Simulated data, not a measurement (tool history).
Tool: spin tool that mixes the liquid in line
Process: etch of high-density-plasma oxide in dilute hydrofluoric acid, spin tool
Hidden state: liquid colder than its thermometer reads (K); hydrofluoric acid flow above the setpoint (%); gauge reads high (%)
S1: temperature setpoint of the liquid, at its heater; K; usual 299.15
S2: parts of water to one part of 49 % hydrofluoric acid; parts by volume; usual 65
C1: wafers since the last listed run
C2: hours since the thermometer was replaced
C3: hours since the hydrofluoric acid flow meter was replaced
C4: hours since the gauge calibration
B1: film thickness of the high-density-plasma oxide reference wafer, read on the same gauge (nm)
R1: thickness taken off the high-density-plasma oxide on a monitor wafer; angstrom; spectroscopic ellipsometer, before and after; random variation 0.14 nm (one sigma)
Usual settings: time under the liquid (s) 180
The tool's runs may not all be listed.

{"run": 1, "hour": 0.0, "S1": 299.15, "S2": 50, "time under the liquid (s)": 180, "C1": 0, "C2": 638.2, "C3": 698.7, "C4": 1172.5, "B1": 80.04, "R1": 221.0}
{"run": 2, "hour": 49.6, "S1": 299.15, "S2": 50, "time under the liquid (s)": 180, "C1": 378, "C2": 687.8, "C3": 748.3, "C4": 1222.1, "B1": 80.0, "R1": 221.7}
{"hour": 130.5, "done": "thermometer replaced"}
{"run": 3, "hour": 140.9, "S1": 299.15, "S2": 85, "time under the liquid (s)": 180, "C1": 689, "C2": 10.4, "C3": 839.6, "C4": 1313.4, "B1": 80.02, "R1": 126.0}
{"run": 4, "hour": 193.6, "S1": 299.15, "S2": 85, "time under the liquid (s)": 180, "C1": 402, "C2": 63.1, "C3": 892.3, "C4": 1366.1, "B1": 80.0, "R1": 124.0}
{"run": 5, "hour": 439.0, "S1": 299.15, "S2": 85, "time under the liquid (s)": 180, "C1": 1872, "C2": 308.5, "C3": 1137.7, "C4": 1611.5, "B1": 79.99, "R1": 126.3}
{"run": 6, "hour": 497.1, "S1": 299.15, "S2": 65, "time under the liquid (s)": 180, "C1": 443, "C2": 366.6, "C3": 1195.8, "C4": 1669.6, "B1": 79.99, "R1": 167.0}
{"run": 7, "hour": 540.9, "S1": 299.15, "S2": 65, "time under the liquid (s)": 180, "C1": 334, "C2": 410.4, "C3": 1239.6, "C4": 1713.4, "B1": 80.05, "R1": 167.1}
{"run": 8, "hour": 641.9, "S1": 299.15, "S2": 65, "time under the liquid (s)": 180, "C1": 770, "C2": 511.4, "C3": 1340.6, "C4": 1814.4, "B1": 80.01, "R1": 170.5}
{"run": 9, "hour": 710.2, "S1": 299.15, "S2": 65, "time under the liquid (s)": 180, "C1": 521, "C2": 579.7, "C3": 1408.9, "C4": 1882.7, "B1": 80.03, "R1": 172.2}
{"run": 10, "hour": 794.9, "S1": 299.15, "S2": 65, "time under the liquid (s)": 180, "C1": 646, "C2": 664.4, "C3": 1493.6, "C4": 1967.4, "B1": 79.97, "R1": 167.7}
{"run": 11, "hour": 865.2, "S1": 299.15, "S2": 65, "time under the liquid (s)": 180, "C1": 536, "C2": 734.7, "C3": 1563.9, "C4": 2037.7, "B1": 79.96, "R1": 169.5}
{"run": 12, "hour": 951.5, "S1": 299.15, "S2": 65, "time under the liquid (s)": 180, "C1": 658, "C2": 821.0, "C3": 1650.2, "C4": 2124.0, "B1": 79.97, "R1": 172.4}
{"run": 13, "hour": 1009.8, "S1": 299.15, "S2": 65, "time under the liquid (s)": 180, "C1": 444, "C2": 879.3, "C3": 1708.5, "C4": 2182.3, "B1": 80.04, "R1": 173.5}
{"hour": 1062.1, "done": "thermometer replaced"}
{"run": 14, "hour": 1069.9, "S1": 299.15, "S2": 65, "time under the liquid (s)": 180, "C1": 451, "C2": 7.8, "C3": 1768.6, "C4": 2242.4, "B1": 80.01, "R1": 174.3}
{"hour": 1092.3, "done": "gauge calibrated"}
{"run": 15, "hour": 1144.4, "S1": 294.65, "S2": 55, "time under the liquid (s)": 130, "C1": 568, "C2": 82.3, "C3": 1843.1, "C4": 52.1, "B1": 80.0, "R1": 123.4}
{"run": 16, "hour": 1211.4, "S1": 294.15, "S2": 65, "time under the liquid (s)": 180, "C1": 511, "C2": 149.3, "C3": 1910.1, "C4": 119.1, "B1": 79.97, "R1": 142.7}
{"hour": 1227.7, "done": "hydrofluoric acid flow meter replaced"}
{"run": 17, "hour": 1303.7, "S1": 302.65, "S2": 45, "time under the liquid (s)": 225, "C1": 696, "C2": 241.6, "C3": 76.0, "C4": 211.4, "B1": 79.97, "R1": 340.0}
{"run": 18, "hour": 1381.3, "S1": 299.15, "S2": 65, "time under the liquid (s)": 180, "C1": 592, "C2": 319.2, "C3": 153.6, "C4": 289.0, "B1": 80.02, "R1": 160.1}
{"run": 19, "hour": 1453.2, "S1": 303.15, "S2": 90, "time under the liquid (s)": 135, "C1": 548, "C2": 391.1, "C3": 225.5, "C4": 360.9, "B1": 79.99, "R1": 97.3}
{"run": 20, "hour": 1513.9, "S1": 301.15, "S2": 65, "time under the liquid (s)": 110, "C1": 463, "C2": 451.8, "C3": 286.2, "C4": 421.6, "B1": 80.0, "R1": 106.9}
{"run": 21, "hour": 1580.5, "S1": 301.15, "S2": 65, "time under the liquid (s)": 180, "C1": 508, "C2": 518.4, "C3": 352.8, "C4": 488.2, "B1": 80.0, "R1": 177.5}
{"run": 22, "hour": 1672.8, "S1": 301.15, "S2": 45, "time under the liquid (s)": 225, "C1": 704, "C2": 610.7, "C3": 445.1, "C4": 580.5, "B1": 80.02, "R1": 329.7}
{"run": 23, "hour": 1761.3, "S1": 297.15, "S2": 50, "time under the liquid (s)": 180, "C1": 675, "C2": 699.2, "C3": 533.6, "C4": 669.0, "B1": 80.0, "R1": 200.1}
{"run": 24, "hour": 1842.1, "S1": 296.15, "S2": 40, "time under the liquid (s)": 285, "C1": 616, "C2": 780.0, "C3": 614.4, "C4": 749.8, "B1": 80.0, "R1": 392.6}
{"run": 25, "hour": 1918.4, "S1": 296.15, "S2": 45, "time under the liquid (s)": 265, "C1": 582, "C2": 856.3, "C3": 690.7, "C4": 826.1, "B1": 80.01, "R1": 312.8}
{"hour": 1985.8, "done": "thermometer replaced"}
{"run": 26, "hour": 2043.7, "S1": 299.15, "S2": 65, "time under the liquid (s)": 250, "C1": 948, "C2": 57.9, "C3": 816.0, "C4": 951.4, "B1": 79.96, "R1": 231.8}
{"run": 27, "hour": 2140.3, "S1": 299.15, "S2": 65, "time under the liquid (s)": 180, "C1": 737, "C2": 154.5, "C3": 912.6, "C4": 1048.0, "B1": 80.01, "R1": 163.5}
{"run": 28, "hour": 2203.6, "S1": 299.15, "S2": 65, "time under the liquid (s)": 180, "C1": 483, "C2": 217.8, "C3": 975.9, "C4": 1111.3, "B1": 80.01, "R1": 167.6}
{"run": 29, "hour": 2417.9, "S1": 302.15, "S2": 35, "time under the liquid (s)": 220, "C1": 1635, "C2": 432.1, "C3": 1190.2, "C4": 1325.6, "B1": 80.01, "R1": 456.7}
{"run": 30, "hour": 2459.0, "S1": 294.65, "S2": 35, "time under the liquid (s)": 180, "C1": 313, "C2": 473.2, "C3": 1231.3, "C4": 1366.7, "B1": 79.98, "R1": 268.0}
{"run": 31, "hour": 2563.4, "S1": 297.15, "S2": 90, "time under the liquid (s)": 180, "C1": 796, "C2": 577.6, "C3": 1335.7, "C4": 1471.1, "B1": 79.98, "R1": 108.0}
{"run": 32, "hour": 2648.1, "S1": 299.15, "S2": 65, "time under the liquid (s)": 180, "C1": 646, "C2": 662.3, "C3": 1420.4, "C4": 1555.8, "B1": 80.0, "R1": 171.6}

What the log doesn't show, run by run:
liquid colder than its thermometer reads (K): 0 in every run
gauge reads high (%): 0 in every run
H1: hydrofluoric acid flow above the setpoint (%)
run=1 H1=3.9
run=2 H1=4.13
run=3 H1=4.56
run=4 H1=4.8
run=5 H1=5.95
run=6 H1=6.22
run=7 H1=6.42
run=8 H1=6.89
run=9 H1=7.21
run=10 H1=7.61
run=11 H1=7.93
run=12 H1=8.34
run=13 H1=8.61
run=14 H1=8.89
run=15 H1=9.24
run=16 H1=9.55
run=17 H1=0.596
run=18 H1=0.958
run=19 H1=1.29
run=20 H1=1.58
run=21 H1=1.89
run=22 H1=2.32
run=23 H1=2.73
run=24 H1=3.11
run=25 H1=3.46
run=26 H1=4.05
run=27 H1=4.5
run=28 H1=4.79
run=29 H1=5.79
run=30 H1=5.98
run=31 H1=6.47
run=32 H1=6.87
